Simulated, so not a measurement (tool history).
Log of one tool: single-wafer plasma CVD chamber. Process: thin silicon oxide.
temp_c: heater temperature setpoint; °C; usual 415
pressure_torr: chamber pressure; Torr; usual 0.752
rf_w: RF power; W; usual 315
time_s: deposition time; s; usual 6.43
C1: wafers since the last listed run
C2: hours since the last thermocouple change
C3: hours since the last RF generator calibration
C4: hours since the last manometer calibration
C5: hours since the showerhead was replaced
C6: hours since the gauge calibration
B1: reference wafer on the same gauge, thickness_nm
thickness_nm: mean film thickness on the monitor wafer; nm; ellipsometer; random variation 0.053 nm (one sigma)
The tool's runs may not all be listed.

run 1 hour=0.0 | temp_c=415 pressure_torr=0.752 rf_w=315 time_s=6.43 | C1=0 C2=1113.3 C3=231.7 C4=933.5 C5=3697.4 C6=1140.8 | B1=9.379 | thickness_nm=10.377
-- hour=33.9 gauge calibrated
run 2 hour=35.1 | temp_c=415 pressure_torr=0.752 rf_w=315 time_s=6.43 | C1=819 C2=1148.4 C3=266.8 C4=968.6 C5=3732.5 C6=1.2 | B1=9.403 | thickness_nm=10.401
-- hour=56.4 thermocouple changed; heater temperature recalibrated
run 3 hour=64.0 | temp_c=415 pressure_torr=0.752 rf_w=315 time_s=6.43 | C1=488 C2=7.6 C3=295.7 C4=997.5 C5=3761.4 C6=30.1 | B1=9.398 | thickness_nm=10.384
run 4 hour=85.9 | temp_c=415 pressure_torr=0.752 rf_w=315 time_s=6.43 | C1=511 C2=29.5 C3=317.6 C4=1019.4 C5=3783.3 C6=52.0 | B1=9.378 | thickness_nm=10.519
run 5 hour=116.5 | temp_c=415 pressure_torr=0.752 rf_w=315 time_s=6.43 | C1=714 C2=60.1 C3=348.2 C4=1050.0 C5=3813.9 C6=82.6 | B1=9.382 | thickness_nm=10.520
run 6 hour=136.3 | temp_c=415 pressure_torr=0.752 rf_w=315 time_s=6.43 | C1=462 C2=79.9 C3=368.0 C4=1069.8 C5=3833.7 C6=102.4 | B1=9.400 | thickness_nm=10.467
run 7 hour=157.5 | temp_c=419 pressure_torr=0.752 rf_w=315 time_s=6.43 | C1=495 C2=101.1 C3=389.2 C4=1091.0 C5=3854.9 C6=123.6 | B1=9.389 | thickness_nm=10.492
run 8 hour=180.1 | temp_c=415 pressure_torr=0.752 rf_w=315 time_s=6.43 | C1=527 C2=123.7 C3=411.8 C4=1113.6 C5=3877.5 C6=146.2 | B1=9.419 | thickness_nm=10.371
run 9 hour=214.3 | temp_c=415 pressure_torr=0.752 rf_w=315 time_s=5.98 | C1=798 C2=157.9 C3=446.0 C4=1147.8 C5=3911.7 C6=180.4 | B1=9.382 | thickness_nm=9.689
run 10 hour=229.5 | temp_c=422 pressure_torr=0.848 rf_w=370 time_s=6.43 | C1=355 C2=173.1 C3=461.2 C4=1163.0 C5=3926.9 C6=195.6 | B1=9.421 | thickness_nm=12.477
-- hour=254.8 capacitance manometer re-zeroed and calibrated
run 11 hour=255.5 | temp_c=415 pressure_torr=0.752 rf_w=315 time_s=7.41 | C1=420 C2=199.1 C3=487.2 C4=0.7 C5=3952.9 C6=221.6 | B1=9.380 | thickness_nm=11.560
run 12 hour=273.0 | temp_c=415 pressure_torr=0.853 rf_w=340 time_s=7.68 | C1=408 C2=216.6 C3=504.7 C4=18.2 C5=3970.4 C6=239.1 | B1=9.393 | thickness_nm=13.762
run 13 hour=302.8 | temp_c=415 pressure_torr=0.752 rf_w=315 time_s=7.04 | C1=696 C2=246.4 C3=534.5 C4=48.0 C5=4000.2 C6=268.9 | B1=9.405 | thickness_nm=10.949
run 14 hour=335.5 | temp_c=407 pressure_torr=0.597 rf_w=355 time_s=7.45 | C1=763 C2=279.1 C3=567.2 C4=80.7 C5=4032.9 C6=301.6 | B1=9.403 | thickness_nm=9.866
run 15 hour=366.1 | temp_c=415 pressure_torr=0.752 rf_w=315 time_s=6.43 | C1=714 C2=309.7 C3=597.8 C4=111.3 C5=4063.5 C6=332.2 | B1=9.384 | thickness_nm=10.075
run 16 hour=382.5 | temp_c=426 pressure_torr=0.664 rf_w=295 time_s=6.43 | C1=383 C2=326.1 C3=614.2 C4=127.7 C5=4079.9 C6=348.6 | B1=9.396 | thickness_nm=8.637
run 17 hour=394.7 | temp_c=410 pressure_torr=0.589 rf_w=270 time_s=7.57 | C1=284 C2=338.3 C3=626.4 C4=139.9 C5=4092.1 C6=360.8 | B1=9.409 | thickness_nm=8.682
-- hour=407.8 showerhead replaced, of another model than before
-- hour=480.9 RF generator calibrated
run 18 hour=496.5 | temp_c=415 pressure_torr=0.687 rf_w=315 time_s=6.43 | C1=2004 C2=440.1 C3=15.6 C4=241.7 C5=88.7 C6=462.6 | B1=9.410 | thickness_nm=9.646
run 19 hour=527.6 | temp_c=415 pressure_torr=0.752 rf_w=340 time_s=6.94 | C1=726 C2=471.2 C3=46.7 C4=272.8 C5=119.8 C6=493.7 | B1=9.401 | thickness_nm=11.133
run 20 hour=559.9 | temp_c=420 pressure_torr=0.886 rf_w=315 time_s=6.82 | C1=754 C2=503.5 C3=79.0 C4=305.1 C5=152.1 C6=526.0 | B1=9.403 | thickness_nm=11.575
run 21 hour=589.3 | temp_c=415 pressure_torr=0.752 rf_w=315 time_s=6.43 | C1=686 C2=532.9 C3=108.4 C4=334.5 C5=181.5 C6=555.4 | B1=9.371 | thickness_nm=10.069
run 22 hour=624.0 | temp_c=424 pressure_torr=0.752 rf_w=365 time_s=7.39 | C1=810 C2=567.6 C3=143.1 C4=369.2 C5=216.2 C6=590.1 | B1=9.391 | thickness_nm=11.991
run 23 hour=646.1 | temp_c=403 pressure_torr=0.614 rf_w=315 time_s=5.93 | C1=516 C2=589.7 C3=165.2 C4=391.3 C5=238.3 C6=612.2 | B1=9.411 | thickness_nm=8.484
run 24 hour=680.4 | temp_c=427 pressure_torr=0.752 rf_w=265 time_s=7.42 | C1=801 C2=624.0 C3=199.5 C4=425.6 C5=272.6 C6=646.5 | B1=9.397 | thickness_nm=10.937
run 25 hour=695.3 | temp_c=415 pressure_torr=0.752 rf_w=350 time_s=6.43 | C1=348 C2=638.9 C3=214.4 C4=440.5 C5=287.5 C6=661.4 | B1=9.383 | thickness_nm=10.550
run 26 hour=726.5 | temp_c=427 pressure_torr=0.752 rf_w=265 time_s=7.42 | C1=728 C2=670.1 C3=245.6 C4=471.7 C5=318.7 C6=692.6 | B1=9.407 | thickness_nm=10.887
run 27 hour=742.1 | temp_c=415 pressure_torr=0.752 rf_w=290 time_s=6.43 | C1=364 C2=685.7 C3=261.2 C4=487.3 C5=334.3 C6=708.2 | B1=9.383 | thickness_nm=9.828
run 28 hour=756.0 | temp_c=415 pressure_torr=0.752 rf_w=315 time_s=6.01 | C1=324 C2=699.6 C3=275.1 C4=501.2 C5=348.2 C6=722.1 | B1=9.395 | thickness_nm=9.496

How the hidden state differs across the entries between the runs, from the last listed run before each to the first after it:
Between runs 1 and 2: gauge calibrated (hour 33.9)
  true pressure above the setpoint (%): 2.64 -> 2.88
  measured less the result without the state, thickness_nm: +0.235 -> +0.257 nm
Between runs 2 and 3: thermocouple changed; heater temperature recalibrated (hour 56.4)
  true pressure above the setpoint (%): 2.88 -> 3.08
  measured less the result without the state, thickness_nm: +0.257 -> +0.273 nm
Between runs 10 and 11: capacitance manometer re-zeroed and calibrated (hour 254.8)
  true pressure above the setpoint (%): 4.37 -> -0.591
  measured less the result without the state, thickness_nm: +0.411 -> -0.063 nm
Between runs 17 and 18: showerhead replaced, of another model than before (hour 407.8); RF generator calibrated (hour 480.9)
  true pressure above the setpoint (%): -0.52 -> -0.38
  measured less the result without the state, thickness_nm: -0.045 -> -0.018 nm

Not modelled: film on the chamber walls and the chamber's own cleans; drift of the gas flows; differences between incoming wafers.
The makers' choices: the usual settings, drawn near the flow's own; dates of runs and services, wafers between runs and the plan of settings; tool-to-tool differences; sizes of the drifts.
